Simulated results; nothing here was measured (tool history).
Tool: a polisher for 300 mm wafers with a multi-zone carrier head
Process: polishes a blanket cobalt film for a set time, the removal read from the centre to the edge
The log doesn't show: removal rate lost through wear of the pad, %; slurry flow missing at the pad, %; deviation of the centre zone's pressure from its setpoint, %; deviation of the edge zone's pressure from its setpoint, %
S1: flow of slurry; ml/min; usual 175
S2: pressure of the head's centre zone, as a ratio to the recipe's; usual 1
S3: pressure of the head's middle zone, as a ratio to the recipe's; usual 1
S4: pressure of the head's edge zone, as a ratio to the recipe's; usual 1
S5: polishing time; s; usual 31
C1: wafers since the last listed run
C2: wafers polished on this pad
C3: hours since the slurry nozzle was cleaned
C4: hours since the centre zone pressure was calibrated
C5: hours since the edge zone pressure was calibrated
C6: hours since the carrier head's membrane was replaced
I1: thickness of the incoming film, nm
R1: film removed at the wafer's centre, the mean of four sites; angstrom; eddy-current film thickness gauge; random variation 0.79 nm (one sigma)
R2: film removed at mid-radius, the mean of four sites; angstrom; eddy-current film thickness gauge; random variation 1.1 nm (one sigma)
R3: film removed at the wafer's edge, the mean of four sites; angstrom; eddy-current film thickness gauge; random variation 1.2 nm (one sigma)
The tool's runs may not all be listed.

Run 1, hour 0: usual settings; C1 0; C2 2793; C3 398.1; C4 272.9; C5 17.7; C6 238.6; I1 957.3. Result: R1 935 angstrom, R2 956 angstrom, R3 928 angstrom.
At hour 8.4: worn pad replaced by a new one.
Run 2, hour 93.3: usual settings; C1 884; C2 840; C3 491.4; C4 366.2; C5 111; C6 331.9; I1 955.5. Result: R1 984 angstrom, R2 1003 angstrom, R3 998 angstrom.
At hour 124.1: slurry nozzle cleaned.
Run 3, hour 147: usual settings; C1 522; C2 1362; C3 22.9; C4 419.9; C5 164.7; C6 385.6; I1 955.2. Result: R1 987 angstrom, R2 988 angstrom, R3 975 angstrom.
Run 4, hour 213.2: usual settings; C1 655; C2 2018; C3 89.1; C4 486.1; C5 230.9; C6 451.8; I1 951.7. Result: R1 958 angstrom, R2 957 angstrom, R3 968 angstrom.
At hour 226.4: centre zone pressure recalibrated.
Run 5, hour 278: usual settings; C1 622; C2 2640; C3 153.9; C4 51.6; C5 295.7; C6 516.6; I1 937.4. Result: R1 947 angstrom, R2 960 angstrom, R3 936 angstrom.
At hour 321.7: worn pad replaced by a new one.
Run 6, hour 337.9: usual settings; C1 553; C2 160; C3 213.8; C4 111.5; C5 355.6; C6 576.5; I1 943.8. Result: R1 1018 angstrom, R2 1023 angstrom, R3 1021 angstrom.
Run 7, hour 379.4: usual settings; C1 411; C2 571; C3 255.3; C4 153; C5 397.1; C6 618; I1 948.6. Result: R1 991 angstrom, R2 1025 angstrom, R3 1012 angstrom.
At hour 441.7: edge zone pressure recalibrated.
At hour 590.2: slurry nozzle cleaned.
At hour 623.8: worn pad replaced by a new one.
At hour 661.9: centre zone pressure recalibrated.
Run 8, hour 692.2: usual settings; C1 3009; C2 657; C3 102; C4 30.3; C5 250.5; C6 930.8; I1 959.1. Result: R1 987 angstrom, R2 984 angstrom, R3 990 angstrom.
Run 9, hour 782.9: usual settings but S1 130 ml/min, S3 1.05, S4 1.09, S5 21 s; C1 898; C2 1556; C3 192.7; C4 121; C5 341.2; C6 1021.5; I1 960. Result: R1 609 angstrom, R2 650 angstrom, R3 656 angstrom.
At hour 884.5: edge zone pressure recalibrated.
At hour 925.8: worn pad replaced by a new one.
At hour 1018.1: slurry nozzle cleaned.
At hour 1027.4: carrier head's membrane replaced by a new one.
Run 10, hour 1052.8: usual settings but S3 0.93, S4 0.92; C1 2555; C2 1199; C3 34.7; C4 390.9; C5 168.3; C6 25.4; I1 962.2. Result: R1 986 angstrom, R2 936 angstrom, R3 959 angstrom.
At hour 1073.2: centre zone pressure recalibrated.
Run 11, hour 1146.3: usual settings; C1 906; C2 2105; C3 128.2; C4 73.1; C5 261.8; C6 118.9; I1 943.4. Result: R1 972 angstrom, R2 987 angstrom, R3 958 angstrom.
At hour 1225.3: worn pad replaced by a new one.
Run 12, hour 1226.4: usual settings but S1 145 ml/min, S2 1.11; C1 753; C2 10; C3 208.3; C4 153.2; C5 341.9; C6 199; I1 948.4. Result: R1 1045 angstrom, R2 973 angstrom, R3 958 angstrom.
Run 13, hour 1286.4: usual settings but S1 120 ml/min; C1 594; C2 605; C3 268.3; C4 213.2; C5 401.9; C6 259; I1 943.9. Result: R1 923 angstrom, R2 930 angstrom, R3 944 angstrom.
At hour 1310.8: edge zone pressure recalibrated.
Run 14, hour 1359.3: usual settings but S1 210 ml/min, S4 1.08, S5 40 s; C1 702; C2 1307; C3 341.2; C4 286.1; C5 48.5; C6 331.9; I1 950.1. Result: R1 1313 angstrom, R2 1299 angstrom, R3 1303 angstrom.
Run 15, hour 1397.8: usual settings but S2 0.88, S3 1.09; C1 381; C2 1689; C3 379.7; C4 324.6; C5 87; C6 370.4; I1 948.5. Result: R1 891 angstrom, R2 1042 angstrom, R3 963 angstrom.
Run 16, hour 1435: usual settings but S3 0.89; C1 368; C2 2057; C3 416.9; C4 361.8; C5 124.2; C6 407.6; I1 962.8. Result: R1 962 angstrom, R2 875 angstrom, R3 948 angstrom.

3 ways to go on from here, each from the tool as it stands after run 16. What would each give?
Run A, hour 1435.4: usual settings but S2 1.04; C1 3; C2 2061; C3 417.3; C4 362.2; C5 124.6; C6 408; I1 945.4. Result: R1 ?, R2 ?, R3 ?.
Run B, hour 1435.4: usual settings but S1 205 ml/min, S4 1.11, S5 24 s; C1 3; C2 2061; C3 417.3; C4 362.2; C5 124.6; C6 408; I1 945.4. Result: R1 ?, R2 ?, R3 ?.
Run C, hour 1435.4: usual settings but S4 1.06, S5 35 s; C1 3; C2 2061; C3 417.3; C4 362.2; C5 124.6; C6 408; I1 945.4. Result: R1 ?, R2 ?, R3 ?.

run    R1    R2    R3
  A   979   957   939
  B   756   759   771
  C  1074  1080  1085
Without the tool's hidden state the same runs would have given:
run    R1    R2    R3
  A  1036  1013   995
  B   801   803   816
  C  1137  1144  1149
